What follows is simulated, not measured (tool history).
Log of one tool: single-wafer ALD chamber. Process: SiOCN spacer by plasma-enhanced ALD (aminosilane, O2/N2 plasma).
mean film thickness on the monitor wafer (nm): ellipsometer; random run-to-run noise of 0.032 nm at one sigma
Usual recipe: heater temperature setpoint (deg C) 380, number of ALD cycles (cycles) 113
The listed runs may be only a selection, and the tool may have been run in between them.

run,hour,heater temperature setpoint (deg C),number of ALD cycles (cycles),"read-back reference wafer on the same gauge, thickness_nm",mean film thickness on the monitor wafer (nm)
1,0,380,125,5.671,6.936
2,25.2,380,113,5.667,6.269
3,64.6,380,124,5.672,6.935
4,121.1,380,97,5.669,5.416
5,175.8,380,97,5.662,5.41
6,216.8,380,97,5.668,5.416
7,241.7,380,129,5.675,7.175
8,297.7,380,129,5.674,7.133
9,358.1,374,105,5.663,5.83
10,383,380,104,5.662,5.786
11,414.7,380,113,5.672,6.296
12,484.1,375,129,5.666,7.109
13,525.2,380,123,5.671,6.848
14,723.7,380,113,5.675,6.272
15,775.7,367,113,5.66,6.287
16,818.8,376,131,5.665,7.295
17,880.5,371,95,5.669,5.269

Not shown here: 2 entries made in the log between runs. Locate each between two listed runs and compare the hidden state at the listed run before it with the hidden state at the listed run after it:
Between runs 8 and 9: gauge calibrated (hour 298.4); thermocouple changed; heater temperature recalibrated (hour 340.8)
  no difference in the tool's unlogged condition between these two runs
